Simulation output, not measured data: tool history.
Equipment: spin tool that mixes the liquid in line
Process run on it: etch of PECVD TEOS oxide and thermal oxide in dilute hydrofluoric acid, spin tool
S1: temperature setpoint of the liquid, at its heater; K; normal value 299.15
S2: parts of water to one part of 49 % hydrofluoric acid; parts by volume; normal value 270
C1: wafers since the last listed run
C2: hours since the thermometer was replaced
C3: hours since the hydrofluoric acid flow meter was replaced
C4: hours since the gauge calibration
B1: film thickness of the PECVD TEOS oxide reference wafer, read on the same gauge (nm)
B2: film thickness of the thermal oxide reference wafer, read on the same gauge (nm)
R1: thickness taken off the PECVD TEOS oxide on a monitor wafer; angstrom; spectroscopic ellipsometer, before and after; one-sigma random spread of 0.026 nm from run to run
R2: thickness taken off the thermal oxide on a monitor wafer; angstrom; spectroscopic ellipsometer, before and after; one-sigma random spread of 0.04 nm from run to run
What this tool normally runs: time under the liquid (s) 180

Run 1, hour 0.0: usual settings; C1 0; C2 1988.3; C3 1292.8; C4 954.0; B1 49.97; B2 50.003. Result: R1 50.3 angstrom, R2 28.40 angstrom.
Run 2, hour 193.8: usual settings but time under the liquid (s) 150; C1 2016; C2 2182.1; C3 1486.6; C4 1147.8; B1 50.05; B2 50.006. Result: R1 42.0 angstrom, R2 23.46 angstrom.
Run 3, hour 226.2: usual settings but S1 302.15 K; C1 337; C2 2214.5; C3 1519.0; C4 1180.2; B1 49.99; B2 50.010. Result: R1 55.7 angstrom, R2 31.23 angstrom.
Run 4, hour 284.5: usual settings but S1 302.15 K; C1 606; C2 2272.8; C3 1577.3; C4 1238.5; B1 49.97; B2 49.997. Result: R1 55.6 angstrom, R2 31.98 angstrom.
Run 5, hour 340.5: usual settings but S1 302.15 K; C1 582; C2 2328.8; C3 1633.3; C4 1294.5; B1 49.98; B2 50.001. Result: R1 56.0 angstrom, R2 31.93 angstrom.
At hour 349.5: gauge calibrated.
Run 6, hour 422.7: usual settings but S2 355 parts by volume; C1 855; C2 2411.0; C3 1715.5; C4 73.2; B1 49.96; B2 49.993. Result: R1 35.0 angstrom, R2 19.87 angstrom.
Run 7, hour 491.6: usual settings but S2 335 parts by volume; C1 716; C2 2479.9; C3 1784.4; C4 142.1; B1 50.00; B2 50.016. Result: R1 38.2 angstrom, R2 21.59 angstrom.
Run 8, hour 522.2: usual settings but S1 302.65 K, S2 225 parts by volume, time under the liquid (s) 270; C1 318; C2 2510.5; C3 1815.0; C4 172.7; B1 50.01; B2 49.982. Result: R1 106.5 angstrom, R2 61.27 angstrom.
Run 9, hour 591.2: usual settings but S1 302.15 K; C1 717; C2 2579.5; C3 1884.0; C4 241.7; B1 50.03; B2 49.970. Result: R1 56.0 angstrom, R2 30.86 angstrom.
At hour 595.9: hydrofluoric acid flow meter replaced.
At hour 643.3: thermometer replaced.
Run 10, hour 644.2: usual settings but S2 200 parts by volume; C1 530; C2 0.9; C3 48.3; C4 294.7; B1 50.03; B2 50.045. Result: R1 74.9 angstrom, R2 41.65 angstrom.
Run 11, hour 674.6: usual settings but S2 155 parts by volume; C1 316; C2 31.3; C3 78.7; C4 325.1; B1 50.03; B2 49.984. Result: R1 103.0 angstrom, R2 59.28 angstrom.
Run 12, hour 723.6: usual settings; C1 509; C2 80.3; C3 127.7; C4 374.1; B1 49.97; B2 49.959. Result: R1 51.8 angstrom, R2 28.69 angstrom.
Run 13, hour 793.8: usual settings; C1 730; C2 150.5; C3 197.9; C4 444.3; B1 50.03; B2 49.999. Result: R1 51.9 angstrom, R2 29.18 angstrom.
Run 14, hour 853.0: usual settings; C1 615; C2 209.7; C3 257.1; C4 503.5; B1 50.00; B2 49.994. Result: R1 51.9 angstrom, R2 29.30 angstrom.
Run 15, hour 916.4: usual settings; C1 659; C2 273.1; C3 320.5; C4 566.9; B1 50.01; B2 49.999. Result: R1 51.5 angstrom, R2 29.20 angstrom.
Run 16, hour 969.7: usual settings but S1 295.15 K, S2 355 parts by volume, time under the liquid (s) 220; C1 554; C2 326.4; C3 373.8; C4 620.2; B1 50.00; B2 49.978. Result: R1 38.6 angstrom, R2 21.54 angstrom.
Run 17, hour 1156.2: usual settings but S1 295.15 K, S2 170 parts by volume, time under the liquid (s) 115; C1 1940; C2 512.9; C3 560.3; C4 806.7; B1 50.02; B2 50.004. Result: R1 50.1 angstrom, R2 28.63 angstrom.
Run 18, hour 1186.0: usual settings; C1 310; C2 542.7; C3 590.1; C4 836.5; B1 50.03; B2 50.025. Result: R1 51.5 angstrom, R2 28.73 angstrom.
Run 19, hour 1228.3: usual settings but S2 175 parts by volume; C1 440; C2 585.0; C3 632.4; C4 878.8; B1 50.03; B2 49.985. Result: R1 88.0 angstrom, R2 49.58 angstrom.
Run 20, hour 1328.3: usual settings but S1 303.65 K, S2 165 parts by volume, time under the liquid (s) 70; C1 1040; C2 685.0; C3 732.4; C4 978.8; B1 50.02; B2 50.032. Result: R1 43.5 angstrom, R2 25.15 angstrom.
Run 21, hour 1394.2: usual settings but S2 180 parts by volume, time under the liquid (s) 120; C1 685; C2 750.9; C3 798.3; C4 1044.7; B1 50.02; B2 50.000. Result: R1 57.1 angstrom, R2 32.89 angstrom.
Run 22, hour 1430.4: usual settings but S1 295.15 K, time under the liquid (s) 265; C1 376; C2 787.1; C3 834.5; C4 1080.9; B1 50.04; B2 50.005. Result: R1 65.8 angstrom, R2 36.26 angstrom.
Run 23, hour 1459.9: usual settings but time under the liquid (s) 255; C1 306; C2 816.6; C3 864.0; C4 1110.4; B1 50.00; B2 49.977. Result: R1 73.6 angstrom, R2 40.80 angstrom.
Run 24, hour 1513.9: usual settings but S1 295.15 K; C1 561; C2 870.6; C3 918.0; C4 1164.4; B1 49.99; B2 50.006. Result: R1 44.5 angstrom, R2 25.65 angstrom.
Run 25, hour 1579.5: usual settings but S1 295.15 K, S2 155 parts by volume, time under the liquid (s) 285; C1 682; C2 936.2; C3 983.6; C4 1230.0; B1 50.00; B2 50.028. Result: R1 138.1 angstrom, R2 78.20 angstrom.
Run 26, hour 1610.9: usual settings but S2 350 parts by volume, time under the liquid (s) 275; C1 326; C2 967.6; C3 1015.0; C4 1261.4; B1 49.99; B2 49.968. Result: R1 56.8 angstrom, R2 32.20 angstrom.
Run 27, hour 1667.3: usual settings; C1 586; C2 1024.0; C3 1071.4; C4 1317.8; B1 50.02; B2 50.033. Result: R1 52.2 angstrom, R2 29.60 angstrom.

The same runs without the tool's hidden state, with the same run-to-run variation:
Unlogged tool condition in this case: liquid colder than its thermometer reads (K); hydrofluoric acid flow above the setpoint (%); gauge reads high (%).
run     R1     R2
  1   51.4  29.02
  2   43.0  23.97
  3   56.7  31.80
  4   56.6  32.57
  5   57.0  32.51
  6   35.6  20.17
  7   38.8  21.96
  8  108.8  62.59
  9   57.0  31.41
 10   74.1  41.24
 11  102.1  58.75
 12   51.3  28.38
 13   51.3  28.87
 14   51.4  28.98
 15   51.0  28.88
 16   38.1  21.29
 17   49.8  28.43
 18   51.0  28.41
 19   87.3  49.16
 20   43.1  24.92
 21   56.7  32.62
 22   65.2  35.92
 23   72.8  40.34
 24   44.0  25.41
 25  137.4  77.84
 26   56.0  31.73
 27   51.6  29.26
